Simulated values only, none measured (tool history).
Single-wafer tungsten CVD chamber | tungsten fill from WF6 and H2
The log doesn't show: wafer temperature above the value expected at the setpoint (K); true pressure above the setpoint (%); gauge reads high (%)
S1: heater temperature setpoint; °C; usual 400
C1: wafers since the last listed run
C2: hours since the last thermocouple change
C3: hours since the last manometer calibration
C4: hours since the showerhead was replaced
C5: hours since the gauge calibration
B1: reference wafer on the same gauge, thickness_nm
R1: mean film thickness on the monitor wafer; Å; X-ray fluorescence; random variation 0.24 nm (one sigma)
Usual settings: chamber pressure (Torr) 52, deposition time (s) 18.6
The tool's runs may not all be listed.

run 1 hour=0 | S1=403 chamber_pressure_(Torr)=52 deposition_time_(s)=18.6 | C1=0 C2=2154.1 C3=1938.1 C4=2827.1 C5=203.6 | B1=69.365 | R1=844.05
run 2 hour=14.4 | S1=403 chamber_pressure_(Torr)=52 deposition_time_(s)=18.6 | C1=419 C2=2168.5 C3=1952.5 C4=2841.5 C5=218 | B1=69.389 | R1=840.58
run 3 hour=31.2 | S1=400 chamber_pressure_(Torr)=61.7 deposition_time_(s)=16.3 | C1=489 C2=2185.3 C3=1969.3 C4=2858.3 C5=234.8 | B1=69.399 | R1=768.35
run 4 hour=45.2 | S1=400 chamber_pressure_(Torr)=61.7 deposition_time_(s)=16.3 | C1=407 C2=2199.3 C3=1983.3 C4=2872.3 C5=248.8 | B1=69.446 | R1=773.77
run 5 hour=55.8 | S1=400 chamber_pressure_(Torr)=52 deposition_time_(s)=20.7 | C1=308 C2=2209.9 C3=1993.9 C4=2882.9 C5=259.4 | B1=69.422 | R1=900.92
run 6 hour=105.5 | S1=400 chamber_pressure_(Torr)=52 deposition_time_(s)=20.7 | C1=1448 C2=2259.6 C3=2043.6 C4=2932.6 C5=309.1 | B1=69.362 | R1=902.06
run 7 hour=114.3 | S1=400 chamber_pressure_(Torr)=52 deposition_time_(s)=20.7 | C1=256 C2=2268.4 C3=2052.4 C4=2941.4 C5=317.9 | B1=69.38 | R1=903.94
run 8 hour=129.8 | S1=400 chamber_pressure_(Torr)=52 deposition_time_(s)=18.6 | C1=451 C2=2283.9 C3=2067.9 C4=2956.9 C5=333.4 | B1=69.368 | R1=809.94
run 9 hour=175.8 | S1=400 chamber_pressure_(Torr)=52 deposition_time_(s)=18.6 | C1=1340 C2=2329.9 C3=2113.9 C4=3002.9 C5=379.4 | B1=69.445 | R1=816.49
run 10 hour=185.4 | S1=400 chamber_pressure_(Torr)=52 deposition_time_(s)=18.6 | C1=279 C2=2339.5 C3=2123.5 C4=3012.5 C5=389 | B1=69.386 | R1=813.73
run 11 hour=192.5 | S1=400 chamber_pressure_(Torr)=42 deposition_time_(s)=18.6 | C1=206 C2=2346.6 C3=2130.6 C4=3019.6 C5=396.1 | B1=69.408 | R1=727.84
run 12 hour=198.8 | S1=400 chamber_pressure_(Torr)=42 deposition_time_(s)=18.6 | C1=183 C2=2352.9 C3=2136.9 C4=3025.9 C5=402.4 | B1=69.375 | R1=728.55
run 13 hour=207.7 | S1=400 chamber_pressure_(Torr)=42 deposition_time_(s)=18.6 | C1=259 C2=2361.8 C3=2145.8 C4=3034.8 C5=411.3 | B1=69.432 | R1=726.03
run 14 hour=224.8 | S1=392 chamber_pressure_(Torr)=48.1 deposition_time_(s)=18.6 | C1=498 C2=2378.9 C3=2162.9 C4=3051.9 C5=428.4 | B1=69.349 | R1=684.28
run 15 hour=232.6 | S1=400 chamber_pressure_(Torr)=52 deposition_time_(s)=18.6 | C1=227 C2=2386.7 C3=2170.7 C4=3059.7 C5=436.2 | B1=69.394 | R1=817.29
run 16 hour=241.8 | S1=393 chamber_pressure_(Torr)=45.5 deposition_time_(s)=18.6 | C1=268 C2=2395.9 C3=2179.9 C4=3068.9 C5=445.4 | B1=69.438 | R1=674.46

The next listed run, before its measurement:
run 17 hour=252.6 | S1=393 chamber_pressure_(Torr)=57.5 deposition_time_(s)=18.6 | C1=314 C2=2406.7 C3=2190.7 C4=3079.7 C5=456.2 | B1=? | R1=?

B1: 69.335
R1: 762.66 Å
Without the tool's hidden state the same run would have given R1 691.72 Å.

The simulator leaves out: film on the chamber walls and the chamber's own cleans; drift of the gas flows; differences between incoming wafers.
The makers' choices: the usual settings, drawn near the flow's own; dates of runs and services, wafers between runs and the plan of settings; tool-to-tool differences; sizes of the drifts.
